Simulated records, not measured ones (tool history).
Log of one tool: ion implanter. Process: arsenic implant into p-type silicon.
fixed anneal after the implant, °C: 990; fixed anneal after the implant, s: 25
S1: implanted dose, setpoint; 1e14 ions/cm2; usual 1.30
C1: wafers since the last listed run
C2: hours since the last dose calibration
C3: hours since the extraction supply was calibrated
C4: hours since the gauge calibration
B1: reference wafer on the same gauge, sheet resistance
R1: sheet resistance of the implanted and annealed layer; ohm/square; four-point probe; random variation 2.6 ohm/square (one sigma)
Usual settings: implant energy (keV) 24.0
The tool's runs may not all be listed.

run 1 day=0.000 | S1=1.30 implant_energy_(keV)=24.0 | C1=0 C2=1427.7 C3=4852.6 C4=1941.7 | B1=635.74 | R1=548.79
run 2 day=2.900 | S1=1.30 implant_energy_(keV)=24.0 | C1=1380 C2=1497.3 C3=4922.2 C4=2011.3 | B1=636.60 | R1=548.38
run 3 day=4.312 | S1=1.30 implant_energy_(keV)=24.0 | C1=672 C2=1531.2 C3=4956.1 C4=2045.2 | B1=635.69 | R1=544.16
run 4 day=5.562 | S1=1.30 implant_energy_(keV)=24.0 | C1=595 C2=1561.2 C3=4986.1 C4=2075.2 | B1=635.57 | R1=547.57
run 5 day=8.546 | S1=1.30 implant_energy_(keV)=19.5 | C1=1420 C2=1632.8 C3=5057.7 C4=2146.8 | B1=636.18 | R1=566.28
run 6 day=10.717 | S1=1.30 implant_energy_(keV)=19.5 | C1=1033 C2=1684.9 C3=5109.8 C4=2198.9 | B1=636.88 | R1=562.49
run 7 day=12.188 | S1=1.30 implant_energy_(keV)=19.5 | C1=700 C2=1720.2 C3=5145.1 C4=2234.2 | B1=635.41 | R1=563.54
-- day=14.283 extraction supply calibrated
run 8 day=14.333 | S1=1.30 implant_energy_(keV)=24.0 | C1=863 C2=1771.7 C3=1.2 C4=2285.7 | B1=635.80 | R1=543.71
run 9 day=16.654 | S1=1.30 implant_energy_(keV)=24.0 | C1=1105 C2=1827.4 C3=56.9 C4=2341.4 | B1=635.58 | R1=541.91
run 10 day=19.288 | S1=1.30 implant_energy_(keV)=24.0 | C1=1253 C2=1890.6 C3=120.1 C4=2404.6 | B1=636.25 | R1=547.49
run 11 day=21.325 | S1=1.52 implant_energy_(keV)=24.0 | C1=970 C2=1939.5 C3=169.0 C4=2453.5 | B1=636.43 | R1=488.45
run 12 day=22.533 | S1=1.52 implant_energy_(keV)=24.0 | C1=575 C2=1968.5 C3=198.0 C4=2482.5 | B1=635.85 | R1=490.24
run 13 day=24.396 | S1=1.52 implant_energy_(keV)=24.0 | C1=886 C2=2013.2 C3=242.7 C4=2527.2 | B1=635.57 | R1=486.42
run 14 day=25.762 | S1=1.30 implant_energy_(keV)=24.0 | C1=650 C2=2046.0 C3=275.5 C4=2560.0 | B1=635.08 | R1=545.45
run 15 day=28.442 | S1=1.19 implant_energy_(keV)=24.0 | C1=1275 C2=2110.3 C3=339.8 C4=2624.3 | B1=635.72 | R1=579.57
run 16 day=30.054 | S1=1.30 implant_energy_(keV)=24.0 | C1=767 C2=2149.0 C3=378.5 C4=2663.0 | B1=635.84 | R1=545.91
-- day=32.167 gauge calibrated
run 17 day=32.371 | S1=1.02 implant_energy_(keV)=28.0 | C1=1103 C2=2204.6 C3=434.1 C4=4.9 | B1=636.36 | R1=627.78
run 18 day=41.225 | S1=1.05 implant_energy_(keV)=24.0 | C1=4216 C2=2417.1 C3=646.6 C4=217.4 | B1=635.41 | R1=634.61
run 19 day=42.667 | S1=1.30 implant_energy_(keV)=24.0 | C1=686 C2=2451.7 C3=681.2 C4=252.0 | B1=635.68 | R1=548.36
run 20 day=44.288 | S1=1.30 implant_energy_(keV)=24.0 | C1=771 C2=2490.6 C3=720.1 C4=290.9 | B1=636.22 | R1=541.77
run 21 day=46.354 | S1=1.53 implant_energy_(keV)=17.0 | C1=984 C2=2540.2 C3=769.7 C4=340.5 | B1=635.45 | R1=508.79
run 22 day=48.692 | S1=1.30 implant_energy_(keV)=17.0 | C1=1113 C2=2596.3 C3=825.8 C4=396.6 | B1=636.41 | R1=575.63
run 23 day=49.917 | S1=1.09 implant_energy_(keV)=32.0 | C1=583 C2=2625.7 C3=855.2 C4=426.0 | B1=636.01 | R1=586.18
-- day=51.600 Faraday cup replaced and dose calibrated
run 24 day=52.654 | S1=1.30 implant_energy_(keV)=24.0 | C1=1144 C2=25.3 C3=920.9 C4=491.7 | B1=636.77 | R1=546.10
run 25 day=55.375 | S1=1.30 implant_energy_(keV)=24.0 | C1=1295 C2=90.6 C3=986.2 C4=557.0 | B1=635.89 | R1=548.23
run 26 day=56.538 | S1=1.02 implant_energy_(keV)=28.0 | C1=553 C2=118.5 C3=1014.1 C4=584.9 | B1=635.56 | R1=629.86
run 27 day=59.246 | S1=1.64 implant_energy_(keV)=24.0 | C1=1289 C2=183.5 C3=1079.1 C4=649.9 | B1=635.90 | R1=464.90
run 28 day=61.767 | S1=1.30 implant_energy_(keV)=31.0 | C1=1200 C2=244.0 C3=1139.6 C4=710.4 | B1=635.87 | R1=520.16
run 29 day=63.546 | S1=1.04 implant_energy_(keV)=16.5 | C1=847 C2=286.7 C3=1182.3 C4=753.1 | B1=635.94 | R1=684.14
run 30 day=64.588 | S1=1.09 implant_energy_(keV)=32.0 | C1=496 C2=311.7 C3=1207.3 C4=778.1 | B1=635.22 | R1=583.61
run 31 day=66.258 | S1=1.61 implant_energy_(keV)=26.5 | C1=795 C2=351.8 C3=1247.4 C4=818.2 | B1=635.66 | R1=460.87
run 32 day=67.975 | S1=1.30 implant_energy_(keV)=29.0 | C1=817 C2=393.0 C3=1288.6 C4=859.4 | B1=636.02 | R1=526.86
run 33 day=70.312 | S1=1.30 implant_energy_(keV)=22.0 | C1=1113 C2=449.1 C3=1344.7 C4=915.5 | B1=636.68 | R1=556.86
run 34 day=72.679 | S1=1.30 implant_energy_(keV)=24.0 | C1=1126 C2=505.9 C3=1401.5 C4=972.3 | B1=635.37 | R1=544.57
run 35 day=75.250 | S1=1.30 implant_energy_(keV)=28.5 | C1=1224 C2=567.6 C3=1463.2 C4=1034.0 | B1=636.02 | R1=530.83
run 36 day=77.908 | S1=1.30 implant_energy_(keV)=18.0 | C1=1265 C2=631.4 C3=1527.0 C4=1097.8 | B1=635.84 | R1=573.11
run 37 day=79.754 | S1=1.56 implant_energy_(keV)=24.0 | C1=878 C2=675.7 C3=1571.3 C4=1142.1 | B1=636.04 | R1=476.26

4 ways to go on from here, each from the tool as it stands after run 37. What would each give?
run A day=79.771 | S1=1.30 implant_energy_(keV)=24.0 | C1=7 C2=676.1 C3=1571.7 C4=1142.5 | B1=? | R1=?
run B day=79.771 | S1=1.47 implant_energy_(keV)=30.5 | C1=7 C2=676.1 C3=1571.7 C4=1142.5 | B1=? | R1=?
run C day=79.771 | S1=0.99 implant_energy_(keV)=18.5 | C1=7 C2=676.1 C3=1571.7 C4=1142.5 | B1=? | R1=?
run D day=79.771 | S1=1.47 implant_energy_(keV)=24.0 | C1=7 C2=676.1 C3=1571.7 C4=1142.5 | B1=? | R1=?

run=A B1=636.76 R1=547.10
run=B B1=636.76 R1=481.59
run=C B1=636.76 R1=693.06
run=D B1=636.76 R1=501.01
Without the tool's hidden state the same runs would have given:
run=A R1=547.10
run=B R1=481.59
run=C R1=693.06
run=D R1=501.01
